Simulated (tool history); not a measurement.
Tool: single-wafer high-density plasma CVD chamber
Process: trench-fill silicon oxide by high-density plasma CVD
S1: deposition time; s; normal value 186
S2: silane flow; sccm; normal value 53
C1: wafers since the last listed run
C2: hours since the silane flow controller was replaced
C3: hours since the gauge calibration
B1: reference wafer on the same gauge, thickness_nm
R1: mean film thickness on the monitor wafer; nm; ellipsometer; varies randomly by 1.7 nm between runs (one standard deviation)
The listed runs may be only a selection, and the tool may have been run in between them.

run,day,S1,S2,C1,C2,C3,B1,R1
1,0,186,53,0,3876.9,110.4,900.013,1120.933
2,0.375,186,53,100,3885.9,119.4,900.194,1123.601
3,1.012,186,53,170,3901.2,134.7,900.211,1123.533
4,1.438,157,53,113,3911.4,144.9,900.097,946.852
5,2.833,186,47,373,3944.9,178.4,899.786,993.914
6,3.317,205,53,129,3956.5,190,899.974,1236.857
7,4.017,205,53,187,3973.3,206.8,899.836,1236.586
8,4.683,205,53,178,3989.3,222.8,899.789,1237.267
9,5.075,186,53,104,3998.7,232.2,899.881,1122.326
10,5.412,178,56,90,4006.8,240.3,899.962,1132.6
11,5.938,168,53,140,4019.4,252.9,900.091,1014.957
12,6.217,223,44,74,4026.1,259.6,899.625,1121.352
13,6.754,186,53,143,4039,272.5,899.623,1123.926
14,7.133,214,59,101,4048.1,281.6,900.214,1435.493
# day 7.946: silane flow controller replaced
15,7.967,199,53,133,0.5,301.6,899.717,1203.637
# day 8.379: gauge calibrated
16,8.538,165,63,152,14.2,3.8,900.086,1183.712
17,8.792,213,58,67,20.3,9.9,899.814,1404.201
18,9.496,155,45,188,37.2,26.8,900.151,794.235
19,10.242,186,53,199,55.1,44.7,900.16,1122.011
20,10.771,186,61,141,67.8,57.4,900.139,1294.212
21,11.412,155,46,171,83.2,72.8,900.152,810.871
22,11.896,157,53,129,94.8,84.4,899.71,947.509

Give the tool's hidden conditions for every run:
delivered silane flow above the setpoint (%): 0 across all the runs
gauge reads high (%): 0 across all the runs
